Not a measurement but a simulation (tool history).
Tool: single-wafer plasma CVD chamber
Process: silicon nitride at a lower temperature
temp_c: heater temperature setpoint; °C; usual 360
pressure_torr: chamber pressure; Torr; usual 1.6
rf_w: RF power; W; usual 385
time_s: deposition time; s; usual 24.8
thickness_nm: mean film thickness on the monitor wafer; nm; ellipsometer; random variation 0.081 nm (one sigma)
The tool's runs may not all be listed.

run,hour,temp_c,pressure_torr,rf_w,time_s,wafers since the last listed run,hours since the last thermocouple change,hours since the last RF generator calibration,hours since the last manometer calibration,hours since the showerhead was replaced,hours since the gauge calibration,"read-back reference wafer on the same gauge, thickness_nm",thickness_nm
1,0,360,1.6,385,24.8,0,2200.1,2479.2,2243.8,7696.6,172.6,32.39,30.846
2,24.5,360,1.6,385,24.8,614,2224.6,2503.7,2268.3,7721.1,197.1,32.391,30.864
3,50.9,360,1.6,385,24.8,661,2251,2530.1,2294.7,7747.5,223.5,32.423,30.826
# hour 60.7: gauge calibrated
4,76.8,360,1.6,385,24.8,649,2276.9,2556,2320.6,7773.4,16.1,32.407,30.857
5,98.4,360,1.6,385,24.8,541,2298.5,2577.6,2342.2,7795,37.7,32.392,30.748
6,127.6,360,1.6,385,24.8,732,2327.7,2606.8,2371.4,7824.2,66.9,32.376,30.799
# hour 150.1: showerhead replaced
7,155.3,360,1.6,345,24.8,493,2355.4,2634.5,2399.1,5.2,94.6,32.409,27.558
# hour 176.7: capacitance manometer re-zeroed and calibrated
# hour 216.3: RF generator calibrated
8,216.8,360,1.6,345,24.8,1140,2416.9,0.5,40.1,66.7,156.1,32.415,26.219
# hour 245.7: thermocouple changed; heater temperature recalibrated
9,246.2,360,1.88,385,24.8,536,0.5,29.9,69.5,96.1,185.5,32.399,30.642
# hour 247.8: gauge calibrated
10,271.5,360,1.81,320,28.7,634,25.8,55.2,94.8,121.4,23.7,32.397,28.708
# hour 289.9: RF generator calibrated, repeated, since the last time left the tool worse
11,290.4,350,1.6,385,24.8,273,44.7,0.5,113.7,140.3,42.6,32.4,32.566
12,314.9,360,1.33,385,24.8,614,69.2,25,138.2,164.8,67.1,32.41,30.705

Forecast run 13:
13,332.1,365,1.42,315,24.8,431,86.4,42.2,155.4,182,84.3,?,?

Run 13 gave read-back reference wafer on the same gauge, thickness_nm 32.418, thickness_nm 25.414 nm.
Without the tool's hidden state the same run would have given thickness_nm 25.58 nm.
